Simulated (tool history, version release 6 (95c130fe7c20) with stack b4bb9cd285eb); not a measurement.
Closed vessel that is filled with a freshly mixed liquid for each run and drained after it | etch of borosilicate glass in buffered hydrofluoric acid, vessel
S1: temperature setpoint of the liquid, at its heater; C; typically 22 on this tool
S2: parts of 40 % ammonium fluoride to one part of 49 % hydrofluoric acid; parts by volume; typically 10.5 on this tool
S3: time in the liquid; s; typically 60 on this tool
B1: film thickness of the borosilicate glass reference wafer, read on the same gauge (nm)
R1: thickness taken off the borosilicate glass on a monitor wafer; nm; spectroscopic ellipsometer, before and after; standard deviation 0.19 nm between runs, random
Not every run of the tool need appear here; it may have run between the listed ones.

run 1 hour=0 | S1=22 S2=8 S3=60 | B1=100.03 | R1=79.55
run 2 hour=32.7 | S1=22 S2=10.5 S3=65 | B1=99.98 | R1=67.1
run 3 hour=66.5 | S1=22 S2=10.5 S3=65 | B1=99.97 | R1=67.6
run 4 hour=96 | S1=22 S2=10.5 S3=65 | B1=100 | R1=67.67
run 5 hour=131.3 | S1=22 S2=10.5 S3=85 | B1=99.98 | R1=87.78
run 6 hour=152.7 | S1=22 S2=10.5 S3=60 | B1=100.01 | R1=62.35
run 7 hour=173.4 | S1=22 S2=10.5 S3=60 | B1=100.02 | R1=62.01
run 8 hour=188.8 | S1=22 S2=10.5 S3=60 | B1=99.99 | R1=62.47
run 9 hour=217.6 | S1=22 S2=10.5 S3=60 | B1=99.97 | R1=62.33
run 10 hour=279.5 | S1=22 S2=10.5 S3=60 | B1=100.04 | R1=62.38
run 11 hour=291.6 | S1=22 S2=10.5 S3=60 | B1=100.03 | R1=62.72
run 12 hour=320 | S1=22 S2=10.5 S3=60 | B1=99.94 | R1=62.21
run 13 hour=346.8 | S1=22 S2=10.5 S3=60 | B1=100.01 | R1=62.22
run 14 hour=374.3 | S1=22 S2=10.5 S3=60 | B1=100.03 | R1=62.48
run 15 hour=408.8 | S1=22 S2=10.5 S3=60 | B1=100 | R1=62.44
run 16 hour=437.9 | S1=22 S2=10.5 S3=60 | B1=99.99 | R1=62.15
run 17 hour=470.9 | S1=22 S2=10.5 S3=80 | B1=100.01 | R1=83.15
run 18 hour=488.7 | S1=22 S2=10.5 S3=95 | B1=100 | R1=98.48
run 19 hour=514.4 | S1=19 S2=10.5 S3=80 | B1=99.94 | R1=70.42
run 20 hour=549.3 | S1=22 S2=6.5 S3=60 | B1=99.96 | R1=98.61
run 21 hour=574.6 | S1=24.5 S2=11.5 S3=60 | B1=99.99 | R1=65.02
run 22 hour=639.5 | S1=22 S2=10.5 S3=60 | B1=99.98 | R1=62.37
run 23 hour=674 | S1=25.5 S2=9.5 S3=95 | B1=100.02 | R1=128.97
run 24 hour=701.4 | S1=26.5 S2=10.5 S3=35 | B1=100.01 | R1=46.03
run 25 hour=732 | S1=22 S2=6.5 S3=60 | B1=100.02 | R1=98.62
run 26 hour=754.2 | S1=22 S2=10.5 S3=90 | B1=100.02 | R1=93.45
run 27 hour=771.1 | S1=22 S2=9.5 S3=30 | B1=99.99 | R1=33.86
run 28 hour=790.9 | S1=24 S2=13 S3=30 | B1=100.05 | R1=28.08
run 29 hour=823.3 | S1=22 S2=10.5 S3=60 | B1=100.01 | R1=62.27
run 30 hour=844.9 | S1=22 S2=10.5 S3=60 | B1=99.98 | R1=62
run 31 hour=860.9 | S1=22 S2=8 S3=75 | B1=100 | R1=99.45
run 32 hour=895.8 | S1=22 S2=10.5 S3=60 | B1=99.98 | R1=62.36
run 33 hour=915.5 | S1=26 S2=14.5 S3=60 | B1=99.96 | R1=55.85

Taken out of this log: 4 entries between the listed runs. Where each belongs, and how the hidden state differs across it:
Logged between run 7 and run 8: gauge calibrated (hour 184)
  no hidden state differs between the two runs
Logged between run 11 and run 12: thermometer replaced (hour 304.9)
  no hidden state differs between the two runs
Logged between run 19 and run 20: hydrofluoric acid flow meter replaced (hour 547)
  no hidden state differs between the two runs
Logged between run 24 and run 25: gauge calibrated (hour 710.3)
  no hidden state differs between the two runs

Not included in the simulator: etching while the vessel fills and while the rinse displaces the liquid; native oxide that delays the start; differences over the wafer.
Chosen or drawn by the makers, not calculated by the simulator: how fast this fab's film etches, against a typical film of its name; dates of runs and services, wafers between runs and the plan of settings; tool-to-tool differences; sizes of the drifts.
